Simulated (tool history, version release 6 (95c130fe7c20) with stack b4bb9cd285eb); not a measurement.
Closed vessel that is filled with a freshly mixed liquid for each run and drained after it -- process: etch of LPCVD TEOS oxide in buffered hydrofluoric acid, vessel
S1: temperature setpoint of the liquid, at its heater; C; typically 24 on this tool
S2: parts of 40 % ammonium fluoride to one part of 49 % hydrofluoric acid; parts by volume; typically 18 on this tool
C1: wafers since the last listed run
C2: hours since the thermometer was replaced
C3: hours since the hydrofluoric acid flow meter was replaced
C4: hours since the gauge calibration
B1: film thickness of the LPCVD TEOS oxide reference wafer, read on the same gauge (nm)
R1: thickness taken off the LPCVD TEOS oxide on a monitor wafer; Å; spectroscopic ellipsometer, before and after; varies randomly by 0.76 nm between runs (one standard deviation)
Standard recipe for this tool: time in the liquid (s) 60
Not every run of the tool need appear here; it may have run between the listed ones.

{"run": 1, "hour": 0.0, "S1": 24, "S2": 18, "time in the liquid (s)": 60, "C1": 0, "C2": 1717.3, "C3": 784.1, "C4": 561.4, "B1": 140.07, "R1": 1665.1}
{"hour": 7.9, "done": "thermometer replaced"}
{"run": 2, "hour": 13.4, "S1": 22.5, "S2": 18, "time in the liquid (s)": 60, "C1": 1519, "C2": 5.5, "C3": 797.5, "C4": 574.8, "B1": 139.94, "R1": 1534.5}
{"run": 3, "hour": 42.0, "S1": 22.5, "S2": 18, "time in the liquid (s)": 60, "C1": 3503, "C2": 34.1, "C3": 826.1, "C4": 603.4, "B1": 139.97, "R1": 1537.3}
{"run": 4, "hour": 72.6, "S1": 22.5, "S2": 18, "time in the liquid (s)": 60, "C1": 3748, "C2": 64.7, "C3": 856.7, "C4": 634, "B1": 139.99, "R1": 1534.9}
{"run": 5, "hour": 165.3, "S1": 22, "S2": 18, "time in the liquid (s)": 60, "C1": 11356, "C2": 157.4, "C3": 949.4, "C4": 726.7, "B1": 139.99, "R1": 1500.7}
{"run": 6, "hour": 199.0, "S1": 22, "S2": 18, "time in the liquid (s)": 60, "C1": 4128, "C2": 191.1, "C3": 983.1, "C4": 760.4, "B1": 140, "R1": 1514.7}
{"run": 7, "hour": 221.4, "S1": 24, "S2": 20.5, "time in the liquid (s)": 60, "C1": 2744, "C2": 213.5, "C3": 1005.5, "C4": 782.8, "B1": 140.03, "R1": 1467.9}
{"run": 8, "hour": 244.9, "S1": 24, "S2": 20.5, "time in the liquid (s)": 60, "C1": 2879, "C2": 237, "C3": 1029, "C4": 806.3, "B1": 140.03, "R1": 1483.5}
{"run": 9, "hour": 264.9, "S1": 24, "S2": 20.5, "time in the liquid (s)": 60, "C1": 2450, "C2": 257, "C3": 1049, "C4": 826.3, "B1": 139.99, "R1": 1489.8}
{"run": 10, "hour": 282.4, "S1": 21, "S2": 13, "time in the liquid (s)": 75, "C1": 2143, "C2": 274.5, "C3": 1066.5, "C4": 843.8, "B1": 140, "R1": 2451}
{"hour": 284.9, "done": "gauge calibrated"}
{"run": 11, "hour": 302.5, "S1": 20.5, "S2": 15.5, "time in the liquid (s)": 50, "C1": 2462, "C2": 294.6, "C3": 1086.6, "C4": 17.6, "B1": 139.98, "R1": 1338.4}
{"run": 12, "hour": 337.7, "S1": 24, "S2": 18, "time in the liquid (s)": 60, "C1": 4312, "C2": 329.8, "C3": 1121.8, "C4": 52.8, "B1": 140, "R1": 1692.3}
{"hour": 340.5, "done": "hydrofluoric acid flow meter replaced"}
{"run": 13, "hour": 368.8, "S1": 24, "S2": 20.5, "time in the liquid (s)": 60, "C1": 3687, "C2": 360.9, "C3": 28.3, "C4": 83.9, "B1": 140, "R1": 1404.7}
{"run": 14, "hour": 404.7, "S1": 21.5, "S2": 23.5, "time in the liquid (s)": 35, "C1": 4398, "C2": 396.8, "C3": 64.2, "C4": 119.8, "B1": 139.96, "R1": 649.7}
{"run": 15, "hour": 433.7, "S1": 24, "S2": 21, "time in the liquid (s)": 95, "C1": 3552, "C2": 425.8, "C3": 93.2, "C4": 148.8, "B1": 139.96, "R1": 2184.4}
{"run": 16, "hour": 460.9, "S1": 28.5, "S2": 14, "time in the liquid (s)": 90, "C1": 3332, "C2": 453, "C3": 120.4, "C4": 176, "B1": 139.98, "R1": 3841}
{"run": 17, "hour": 494.0, "S1": 24, "S2": 18, "time in the liquid (s)": 60, "C1": 4055, "C2": 486.1, "C3": 153.5, "C4": 209.1, "B1": 140.02, "R1": 1593.3}
{"run": 18, "hour": 511.1, "S1": 24, "S2": 20.5, "time in the liquid (s)": 60, "C1": 2094, "C2": 503.2, "C3": 170.6, "C4": 226.2, "B1": 139.99, "R1": 1397.5}
{"run": 19, "hour": 543.9, "S1": 25.5, "S2": 12, "time in the liquid (s)": 60, "C1": 4018, "C2": 536, "C3": 203.4, "C4": 259, "B1": 140.04, "R1": 2570.8}
{"run": 20, "hour": 636.4, "S1": 24, "S2": 21.5, "time in the liquid (s)": 30, "C1": 11332, "C2": 628.5, "C3": 295.9, "C4": 351.5, "B1": 140.01, "R1": 684.1}
{"run": 21, "hour": 652.8, "S1": 24, "S2": 12.5, "time in the liquid (s)": 80, "C1": 2009, "C2": 644.9, "C3": 312.3, "C4": 367.9, "B1": 140, "R1": 3071.2}
{"run": 22, "hour": 679.0, "S1": 19.5, "S2": 18, "time in the liquid (s)": 50, "C1": 3209, "C2": 671.1, "C3": 338.5, "C4": 394.1, "B1": 140.05, "R1": 1055.2}
{"run": 23, "hour": 691.9, "S1": 25.5, "S2": 12.5, "time in the liquid (s)": 80, "C1": 1580, "C2": 684, "C3": 351.4, "C4": 407, "B1": 139.97, "R1": 3365.1}
{"run": 24, "hour": 714.4, "S1": 28.5, "S2": 14, "time in the liquid (s)": 90, "C1": 2756, "C2": 706.5, "C3": 373.9, "C4": 429.5, "B1": 140.02, "R1": 3945.7}
{"run": 25, "hour": 738.8, "S1": 19.5, "S2": 16, "time in the liquid (s)": 90, "C1": 2989, "C2": 730.9, "C3": 398.3, "C4": 453.9, "B1": 139.98, "R1": 2128.1}
{"run": 26, "hour": 763.6, "S1": 20, "S2": 18, "time in the liquid (s)": 70, "C1": 3038, "C2": 755.7, "C3": 423.1, "C4": 478.7, "B1": 140, "R1": 1519.5}
{"run": 27, "hour": 787.1, "S1": 27.5, "S2": 18, "time in the liquid (s)": 60, "C1": 2879, "C2": 779.2, "C3": 446.6, "C4": 502.2, "B1": 140, "R1": 1934.6}
{"run": 28, "hour": 820.3, "S1": 24, "S2": 24, "time in the liquid (s)": 50, "C1": 4067, "C2": 812.4, "C3": 479.8, "C4": 535.4, "B1": 139.97, "R1": 1064.4}
{"run": 29, "hour": 832.6, "S1": 24, "S2": 24, "time in the liquid (s)": 40, "C1": 1506, "C2": 824.7, "C3": 492.1, "C4": 547.7, "B1": 139.96, "R1": 849.8}
{"run": 30, "hour": 858.9, "S1": 25.5, "S2": 18, "time in the liquid (s)": 40, "C1": 3222, "C2": 851, "C3": 518.4, "C4": 574, "B1": 139.97, "R1": 1165.7}
{"run": 31, "hour": 876.3, "S1": 24, "S2": 20, "time in the liquid (s)": 95, "C1": 2131, "C2": 868.4, "C3": 535.8, "C4": 591.4, "B1": 140.02, "R1": 2334.7}
{"run": 32, "hour": 905.8, "S1": 24, "S2": 18, "time in the liquid (s)": 60, "C1": 3614, "C2": 897.9, "C3": 565.3, "C4": 620.9, "B1": 139.97, "R1": 1621.4}

How the hidden state differs across the entries between the runs, from the last listed run before each to the first after it:
In the gap between runs 1 and 2: thermometer replaced (hour 7.9)
  hydrofluoric acid flow above the setpoint (%): 5.53 -> 5.61
  measured minus no-state result, R1: +86 -> +80.3 Å
In the gap between runs 10 and 11: gauge calibrated (hour 284.9)
  hydrofluoric acid flow above the setpoint (%): 7.24 -> 7.36
  measured minus no-state result, R1: +162 -> +90.3 Å
In the gap between runs 12 and 13: hydrofluoric acid flow meter replaced (hour 340.5)
  hydrofluoric acid flow above the setpoint (%): 7.57 -> 0.326
  measured minus no-state result, R1: +117.4 -> +3.1 Å
